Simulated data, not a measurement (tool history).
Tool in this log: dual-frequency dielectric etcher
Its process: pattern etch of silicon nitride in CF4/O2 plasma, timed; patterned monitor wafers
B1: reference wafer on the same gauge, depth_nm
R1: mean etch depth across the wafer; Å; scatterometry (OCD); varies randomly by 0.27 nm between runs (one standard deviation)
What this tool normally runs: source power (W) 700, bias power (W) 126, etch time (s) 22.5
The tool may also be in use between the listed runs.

Run 1, day 0.000: usual settings but bias power (W) 146; B1 44.8. Result: R1 490 Å.
At day 1.892: gauge calibrated.
At day 3.079: upper electrode replaced.
Run 2, day 4.088: usual settings but etch time (s) 18.0; B1 44.8. Result: R1 381 Å.
Run 3, day 7.846: usual settings but bias power (W) 134; B1 44.9. Result: R1 481 Å.
Run 4, day 10.721: usual settings; B1 44.9. Result: R1 472 Å.
Run 5, day 12.583: usual settings but source power (W) 640; B1 44.8. Result: R1 443 Å.
Run 6, day 14.942: usual settings but etch time (s) 21.0; B1 44.9. Result: R1 447 Å.
Run 7, day 17.479: usual settings; B1 44.9. Result: R1 483 Å.
Run 8, day 20.608: usual settings but etch time (s) 28.5; B1 44.9. Result: R1 604 Å.
Run 9, day 23.858: usual settings but source power (W) 530, bias power (W) 108, etch time (s) 18.0; B1 44.9. Result: R1 297 Å.
At day 26.867: wet clean of the chamber.
Run 10, day 26.996: usual settings but source power (W) 600, bias power (W) 141, etch time (s) 17.0; B1 45.0. Result: R1 316 Å.
Run 11, day 30.438: usual settings but source power (W) 850, bias power (W) 108, etch time (s) 16.5; B1 45.0. Result: R1 387 Å.
Run 12, day 33.550: usual settings but bias power (W) 157, etch time (s) 25.5; B1 44.9. Result: R1 564 Å.
At day 35.725: source power generator calibrated.
Run 13, day 36.950: usual settings but source power (W) 580, bias power (W) 148, etch time (s) 27.0; B1 44.9. Result: R1 518 Å.
At day 38.021: bias power generator calibrated.
Run 14, day 41.054: usual settings but bias power (W) 140; B1 44.9. Result: R1 499 Å.
Run 15, day 43.133: usual settings; B1 44.9. Result: R1 492 Å.
Run 16, day 44.958: usual settings but source power (W) 590, etch time (s) 20.5; B1 45.0. Result: R1 386 Å.
Run 17, day 49.088: usual settings but source power (W) 750, etch time (s) 17.0; B1 44.8. Result: R1 397 Å.
Run 18, day 50.629: usual settings but bias power (W) 144, etch time (s) 16.0; B1 44.9. Result: R1 367 Å.
Run 19, day 53.371: usual settings but source power (W) 530, bias power (W) 155, etch time (s) 16.5; B1 45.0. Result: R1 304 Å.
Run 20, day 55.071: usual settings but bias power (W) 103, etch time (s) 17.0; B1 44.9. Result: R1 359 Å.
Run 21, day 57.429: usual settings but etch time (s) 29.0; B1 45.0. Result: R1 645 Å.
At day 59.679: wet clean of the chamber.
Run 22, day 60.688: usual settings but bias power (W) 104; B1 44.9. Result: R1 456 Å.
Run 23, day 63.171: usual settings; B1 44.9. Result: R1 475 Å.
Run 24, day 64.804: usual settings but bias power (W) 104, etch time (s) 27.5; B1 44.9. Result: R1 565 Å.
Run 25, day 67.875: usual settings but source power (W) 840, bias power (W) 139, etch time (s) 29.5; B1 44.9. Result: R1 750 Å.
Run 26, day 72.017: usual settings but source power (W) 520, bias power (W) 102, etch time (s) 25.5; B1 44.9. Result: R1 414 Å.

Run 27 comes next. What will it give?
Run 27, day 82.504: usual settings but bias power (W) 96, etch time (s) 16.0; B1 ?. Result: R1 ?.

{"run 27": {"B1": 44.9, "R1": 332}}
Take away the tool's hidden state, keep the run-to-run variation as it was, and the same run would have given R1 321 Å.
